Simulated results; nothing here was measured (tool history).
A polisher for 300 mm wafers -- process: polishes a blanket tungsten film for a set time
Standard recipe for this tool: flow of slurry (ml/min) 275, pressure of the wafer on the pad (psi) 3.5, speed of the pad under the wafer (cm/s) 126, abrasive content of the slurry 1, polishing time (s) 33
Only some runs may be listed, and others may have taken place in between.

| run | hour | flow of slurry (ml/min) | pressure of the wafer on the pad (psi) | speed of the pad under the wafer (cm/s) | abrasive content of the slurry | polishing time (s) | incoming thickness of the incoming film, nm | film removed (angstrom) |
|---|---|---|---|---|---|---|---|---|
| 1 | 0 | 275 | 3.5 | 126 | 1 | 33 | 1014.1 | 2024 |
|  | 36.7 | head pressure recalibrated |
| 2 | 71.5 | 275 | 3.5 | 126 | 1 | 33 | 1009.8 | 1968 |
|  | 147.5 | worn pad replaced by a new one |
| 3 | 152.8 | 275 | 3.5 | 126 | 1 | 33 | 1015.7 | 2119 |
|  | 180.3 | slurry tank refilled with fresh slurry and peroxide |
| 4 | 211.6 | 275 | 3.5 | 126 | 1 | 33 | 1042.6 | 2047 |
| 5 | 291.5 | 275 | 3.5 | 126 | 1 | 33 | 1041.4 | 1994 |
|  | 330.8 | slurry nozzle cleaned |
| 6 | 334.1 | 275 | 3.5 | 126 | 1 | 33 | 1019.7 | 1906 |
|  | 336.3 | slurry blender recalibrated |
|  | 362 | worn pad replaced by a new one |
|  | 387.8 | slurry tank refilled with fresh slurry and peroxide |
| 7 | 431.3 | 275 | 3.5 | 126 | 1 | 33 | 1039.3 | 2044 |
| 8 | 489.2 | 245 | 3.5 | 126 | 1 | 33 | 1004.2 | 1997 |

Estimate the outcome of run 9 from the log above:
| 9 | 569.9 | 275 | 3.5 | 146 | 1.25 | 33 | 1028.3 | ? |

{"run 9": {"film removed (angstrom)": 2261}}
Had the tool carried no hidden state, the very same run would have given film removed (angstrom) 2481.
